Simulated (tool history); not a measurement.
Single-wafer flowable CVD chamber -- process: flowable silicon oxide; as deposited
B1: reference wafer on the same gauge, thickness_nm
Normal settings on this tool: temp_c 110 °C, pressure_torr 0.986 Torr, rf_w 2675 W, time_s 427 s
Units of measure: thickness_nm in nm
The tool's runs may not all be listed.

{"run": 1, "hour": 0.0, "temp_c": 101, "pressure_torr": 0.986, "rf_w": 2675, "time_s": 427, "B1": 213.758, "thickness_nm": 337.594}
{"run": 2, "hour": 18.1, "temp_c": 101, "pressure_torr": 0.986, "rf_w": 2675, "time_s": 427, "B1": 213.457, "thickness_nm": 334.933}
{"run": 3, "hour": 51.9, "temp_c": 101, "pressure_torr": 0.986, "rf_w": 2675, "time_s": 427, "B1": 214.249, "thickness_nm": 331.488}
{"run": 4, "hour": 84.5, "temp_c": 110, "pressure_torr": 0.986, "rf_w": 2675, "time_s": 427, "B1": 213.915, "thickness_nm": 238.687}
{"run": 5, "hour": 110.0, "temp_c": 110, "pressure_torr": 0.986, "rf_w": 2675, "time_s": 427, "B1": 213.799, "thickness_nm": 236.733}
{"run": 6, "hour": 137.8, "temp_c": 110, "pressure_torr": 0.986, "rf_w": 2675, "time_s": 427, "B1": 214.408, "thickness_nm": 233.572}
{"run": 7, "hour": 164.7, "temp_c": 110, "pressure_torr": 0.986, "rf_w": 2675, "time_s": 427, "B1": 214.043, "thickness_nm": 233.833}
{"hour": 178.3, "done": "showerhead replaced"}
{"run": 8, "hour": 198.2, "temp_c": 110, "pressure_torr": 0.986, "rf_w": 2675, "time_s": 427, "B1": 214.493, "thickness_nm": 235.986}
{"run": 9, "hour": 213.9, "temp_c": 110, "pressure_torr": 0.986, "rf_w": 2675, "time_s": 362, "B1": 213.812, "thickness_nm": 195.77}
{"run": 10, "hour": 247.6, "temp_c": 106, "pressure_torr": 0.986, "rf_w": 2305, "time_s": 427, "B1": 214.408, "thickness_nm": 263.207}
{"run": 11, "hour": 267.1, "temp_c": 110, "pressure_torr": 0.986, "rf_w": 2675, "time_s": 427, "B1": 213.798, "thickness_nm": 233.123}
{"run": 12, "hour": 279.6, "temp_c": 110, "pressure_torr": 0.986, "rf_w": 2675, "time_s": 427, "B1": 214.251, "thickness_nm": 228.307}
{"hour": 288.1, "done": "thermocouple changed; heater temperature recalibrated"}
{"run": 13, "hour": 295.1, "temp_c": 110, "pressure_torr": 0.986, "rf_w": 2675, "time_s": 427, "B1": 214.293, "thickness_nm": 259.411}
{"run": 14, "hour": 328.2, "temp_c": 110, "pressure_torr": 1.058, "rf_w": 2165, "time_s": 427, "B1": 214.1, "thickness_nm": 272.378}
{"run": 15, "hour": 362.7, "temp_c": 110, "pressure_torr": 0.986, "rf_w": 2675, "time_s": 427, "B1": 214.362, "thickness_nm": 259.673}
{"run": 16, "hour": 375.2, "temp_c": 110, "pressure_torr": 0.986, "rf_w": 2675, "time_s": 427, "B1": 213.879, "thickness_nm": 258.327}
{"hour": 394.8, "done": "gauge calibrated"}
{"run": 17, "hour": 400.8, "temp_c": 110, "pressure_torr": 0.848, "rf_w": 2345, "time_s": 384, "B1": 213.569, "thickness_nm": 197.214}
{"run": 18, "hour": 428.5, "temp_c": 110, "pressure_torr": 0.805, "rf_w": 2505, "time_s": 427, "B1": 214.442, "thickness_nm": 211.058}
{"run": 19, "hour": 462.6, "temp_c": 110, "pressure_torr": 0.986, "rf_w": 2400, "time_s": 427, "B1": 214.288, "thickness_nm": 255.856}
{"hour": 490.5, "done": "RF generator calibrated"}
{"run": 20, "hour": 491.0, "temp_c": 115, "pressure_torr": 0.986, "rf_w": 2845, "time_s": 427, "B1": 214.078, "thickness_nm": 218.864}
{"hour": 519.9, "done": "capacitance manometer re-zeroed and calibrated"}
{"run": 21, "hour": 520.4, "temp_c": 110, "pressure_torr": 0.833, "rf_w": 2675, "time_s": 427, "B1": 214.356, "thickness_nm": 219.885}
{"run": 22, "hour": 532.7, "temp_c": 99, "pressure_torr": 1.213, "rf_w": 3030, "time_s": 374, "B1": 214.144, "thickness_nm": 423.881}
{"run": 23, "hour": 546.7, "temp_c": 110, "pressure_torr": 0.986, "rf_w": 2675, "time_s": 427, "B1": 213.601, "thickness_nm": 262.408}
{"run": 24, "hour": 561.9, "temp_c": 110, "pressure_torr": 0.986, "rf_w": 2675, "time_s": 427, "B1": 214.081, "thickness_nm": 257.539}
{"run": 25, "hour": 576.3, "temp_c": 110, "pressure_torr": 0.986, "rf_w": 2675, "time_s": 427, "B1": 213.85, "thickness_nm": 258.396}
{"run": 26, "hour": 588.5, "temp_c": 110, "pressure_torr": 1.177, "rf_w": 2675, "time_s": 427, "B1": 213.664, "thickness_nm": 306.973}
{"run": 27, "hour": 631.8, "temp_c": 120, "pressure_torr": 0.986, "rf_w": 2675, "time_s": 372, "B1": 213.697, "thickness_nm": 158.826}
{"run": 28, "hour": 664.2, "temp_c": 100, "pressure_torr": 1.119, "rf_w": 2675, "time_s": 355, "B1": 213.916, "thickness_nm": 354.369}
{"run": 29, "hour": 687.5, "temp_c": 110, "pressure_torr": 1.113, "rf_w": 3015, "time_s": 427, "B1": 213.98, "thickness_nm": 291.637}

Consider 3 possible next runs. They are alternatives, not a sequence: every one starts from the tool as it was left by run 29. What does each give?
{"run": "A", "hour": 688.0, "temp_c": 110, "pressure_torr": 0.86, "rf_w": 2675, "time_s": 427, "B1": "?", "thickness_nm": "?"}
{"run": "B", "hour": 688.0, "temp_c": 123, "pressure_torr": 0.807, "rf_w": 2310, "time_s": 345, "B1": "?", "thickness_nm": "?"}
{"run": "C", "hour": 688.0, "temp_c": 96, "pressure_torr": 0.986, "rf_w": 2675, "time_s": 427, "B1": "?", "thickness_nm": "?"}

run=A B1=213.871 thickness_nm=224.476
run=B B1=213.871 thickness_nm=107.436
run=C B1=213.871 thickness_nm=435.969
Without the tool's unlogged condition, the same runs would have read:
run=A thickness_nm=223.079
run=B thickness_nm=106.888
run=C thickness_nm=433.183
